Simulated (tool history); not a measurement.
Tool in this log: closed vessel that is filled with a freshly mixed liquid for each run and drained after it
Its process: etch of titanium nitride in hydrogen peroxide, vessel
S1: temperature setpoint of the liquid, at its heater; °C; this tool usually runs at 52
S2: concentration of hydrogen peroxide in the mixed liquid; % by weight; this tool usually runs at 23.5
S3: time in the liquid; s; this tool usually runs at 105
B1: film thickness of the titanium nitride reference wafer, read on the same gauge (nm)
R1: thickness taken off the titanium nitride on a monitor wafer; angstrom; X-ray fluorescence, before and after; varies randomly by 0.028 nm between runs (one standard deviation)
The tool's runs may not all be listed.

run	hour	S1	S2	S3	B1	R1
1	0	55.5	23.5	105	69.969	50.68
2	18.3	55.5	23.5	105	69.986	50.51
3	47	55.5	23.5	105	69.995	50.78
4	81.6	55	18	105	69.976	45.68
5	94.2	52	23.5	75	69.974	28.2
# hour 122.8: new drum of peroxide connected
6	123.6	52	23.5	105	69.978	39.72
7	142.3	52	23.5	105	70.042	39.09
8	167.6	52	23.5	105	70.013	39.25
9	182.3	52	23.5	105	70.012	39.52
10	218.1	52	23.5	105	69.96	39.21
11	247.3	52	23.5	105	69.993	39.57
12	263.6	56	23.5	105	70.017	52.49
# hour 280.1: peroxide flow meter replaced
13	280.6	56	23.5	105	69.993	51.75
14	294.6	52	23.5	105	69.958	39.36
15	314	61	26	65	70.051	46.62
16	327.1	52	20	105	70.012	37.55
17	343.5	52	18.5	105	70.01	37.2
18	367.9	58	21	45	70.015	25.12
19	396.4	52	26	105	70.023	40.24
20	416.8	52	23.5	105	69.99	39.05
# hour 423.4: new drum of peroxide connected
# hour 450.5: gauge calibrated
21	490.1	52	23.5	55	69.986	20.49
22	511.8	48.5	26	155	70.032	45.96
# hour 528.2: thermometer replaced
23	535.3	52	18	75	69.987	26.53
24	570.8	43.5	16.5	55	69.967	10.23
25	592.3	52	26	105	70.025	40.34
26	625.5	52	23.5	105	70	39.06
27	660.6	45.5	23.5	155	70.013	36.1
# hour 724.3: new drum of peroxide connected
28	752.6	56	23.5	105	70.016	51.77

Consider 5 possible next runs. They are alternatives, not a sequence: every one starts from the tool as it was left by run 28. What does each give?
A	753.3	52	23.5	105	?	?
B	753.3	59	20	130	?	?
C	753.3	52	23.5	130	?	?
D	753.3	42	19.5	170	?	?
E	753.3	52	27.5	105	?	?

run	B1	R1
A	69.95	39.45
B	69.95	76.92
C	69.95	48.85
D	69.95	29.39
E	69.95	40.83
Without the tool's hidden state the same runs would have given:
run	R1
A	39.45
B	76.92
C	48.85
D	29.39
E	40.83
